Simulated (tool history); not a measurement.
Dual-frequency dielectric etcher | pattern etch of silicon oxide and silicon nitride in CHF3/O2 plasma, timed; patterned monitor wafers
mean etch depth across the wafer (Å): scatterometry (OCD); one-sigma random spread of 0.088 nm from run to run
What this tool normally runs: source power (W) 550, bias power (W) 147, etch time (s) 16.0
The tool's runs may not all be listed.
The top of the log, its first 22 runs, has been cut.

| run | hour | source power (W) | bias power (W) | etch time (s) | wafers since the last listed run | hours since the last wet clean | hours since the last source power generator calibration | hours since the last bias power generator calibration | hours since the last upper electrode change | hours since the gauge calibration | read-back reference wafer on the same gauge, depth_nm | mean etch depth across the wafer (Å) |
|---|---|---|---|---|---|---|---|---|---|---|---|---|
| 23 | 609.0 | 480 | 147 | 16.0 | 311 | 103.3 | 220.1 | 128.8 | 417.5 | 545.1 | 19.89 | 217.4 |
| 24 | 637.6 | 550 | 147 | 16.0 | 376 | 131.9 | 248.7 | 157.4 | 446.1 | 573.7 | 19.87 | 233.9 |
| 25 | 696.7 | 460 | 169 | 19.5 | 777 | 191.0 | 307.8 | 216.5 | 505.2 | 632.8 | 19.84 | 270.3 |
| 26 | 710.9 | 650 | 183 | 16.0 | 186 | 205.2 | 322.0 | 230.7 | 519.4 | 647.0 | 19.83 | 267.1 |
| 27 | 760.5 | 450 | 147 | 17.5 | 652 | 254.8 | 371.6 | 280.3 | 569.0 | 696.6 | 19.81 | 231.2 |
| 28 | 789.8 | 610 | 124 | 11.0 | 385 | 284.1 | 400.9 | 309.6 | 598.3 | 725.9 | 19.77 | 159.7 |
| 29 | 819.7 | 550 | 147 | 16.0 | 393 | 314.0 | 430.8 | 339.5 | 628.2 | 755.8 | 19.76 | 230.9 |
| 30 | 849.8 | 460 | 147 | 16.0 | 396 | 344.1 | 460.9 | 369.6 | 658.3 | 785.9 | 19.75 | 213.3 |

Alternative continuations, all from the tool just after run 30; predict every row:
| A | 850.2 | 550 | 129 | 16.0 | 5 | 344.5 | 461.3 | 370.0 | 658.7 | 786.3 | ? | ? |
| B | 850.2 | 680 | 179 | 19.5 | 5 | 344.5 | 461.3 | 370.0 | 658.7 | 786.3 | ? | ? |
| C | 850.2 | 480 | 163 | 17.5 | 5 | 344.5 | 461.3 | 370.0 | 658.7 | 786.3 | ? | ? |
| D | 850.2 | 470 | 127 | 16.0 | 5 | 344.5 | 461.3 | 370.0 | 658.7 | 786.3 | ? | ? |

| run | read-back reference wafer on the same gauge, depth_nm | mean etch depth across the wafer (Å) |
|---|---|---|
| A | 19.73 | 223.2 |
| B | 19.73 | 328.7 |
| C | 19.73 | 244.2 |
| D | 19.73 | 206.0 |
Take away the tool's hidden state, keep each run's random variation, and the runs would have read:
| run | mean etch depth across the wafer (Å) |
|---|---|
| A | 227.2 |
| B | 334.6 |
| C | 248.6 |
| D | 209.7 |
